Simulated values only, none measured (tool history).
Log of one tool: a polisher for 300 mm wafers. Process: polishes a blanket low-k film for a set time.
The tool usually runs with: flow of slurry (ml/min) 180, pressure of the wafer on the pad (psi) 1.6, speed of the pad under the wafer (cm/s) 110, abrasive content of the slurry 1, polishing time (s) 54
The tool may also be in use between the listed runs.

run	day	flow of slurry (ml/min)	pressure of the wafer on the pad (psi)	speed of the pad under the wafer (cm/s)	abrasive content of the slurry	polishing time (s)	incoming thickness of the incoming film, nm	film removed (angstrom)
1	0	180	1.6	110	1	54	521	204
2	0.362	180	1.6	110	1	54	526.4	197
3	1.033	180	1.6	110	1	54	526.2	202
4	1.629	180	1.6	110	1	54	514.8	193
# day 1.738: slurry blender recalibrated
5	2.129	180	1.6	110	1	54	515.5	194
6	2.825	180	1.6	110	1	54	516.6	202
7	3.979	180	1.6	110	1	54	523.1	196
# day 4.217: worn pad replaced by a new one
8	4.571	180	1.6	110	1	54	513.4	189
9	4.975	180	1.6	110	1	54	527.7	194
# day 5.246: slurry nozzle cleaned
10	5.279	180	1.6	110	1	54	516.5	218
# day 5.462: head pressure recalibrated
11	7.462	180	1.6	110	1	54	519.6	206
# day 7.942: conditioning disc replaced and pad reconditioned
12	8.025	180	1.6	110	1	54	527.8	223
13	8.838	180	1.6	110	1	40	521.3	159
14	9.196	180	1.6	110	1.1	45	509.5	192
15	9.571	180	2.1	126	1	54	515.9	293
16	9.912	135	1.6	110	1	54	515.5	201
17	10.25	120	1.8	110	1.25	65	516.8	299
18	10.929	180	1.6	110	1	54	519.1	215
# day 11.075: slurry blender recalibrated
19	11.392	220	2	126	1	49	526.4	259
# day 11.738: worn pad replaced by a new one
20	12.138	180	1.6	122	1	54	528.6	229
21	12.862	135	1.6	110	1	54	507.7	193
22	13.317	180	1.6	110	1	72	515.9	277
23	15.054	180	1.6	110	1	48	510.7	180
24	15.762	130	1.1	110	1	54	513.2	147
25	16.458	180	1.6	80	1	54	511	159

Branching from run 25: 5 alternative next runs. What would each branch give?
A	16.475	180	1.6	134	1	54	522.3	?
B	16.475	240	1.6	110	1	60	522.3	?
C	16.475	180	2.2	134	1.2	54	522.3	?
D	16.475	180	1.6	148	1	43	522.3	?
E	16.475	180	1.6	110	1.2	54	522.3	?

run	film removed (angstrom)
A	235
B	238
C	335
D	202
E	229
The same runs, with their run-to-run variation unchanged, on a tool lacking any hidden condition would have given:
run	film removed (angstrom)
A	267
B	263
C	385
D	230
E	258

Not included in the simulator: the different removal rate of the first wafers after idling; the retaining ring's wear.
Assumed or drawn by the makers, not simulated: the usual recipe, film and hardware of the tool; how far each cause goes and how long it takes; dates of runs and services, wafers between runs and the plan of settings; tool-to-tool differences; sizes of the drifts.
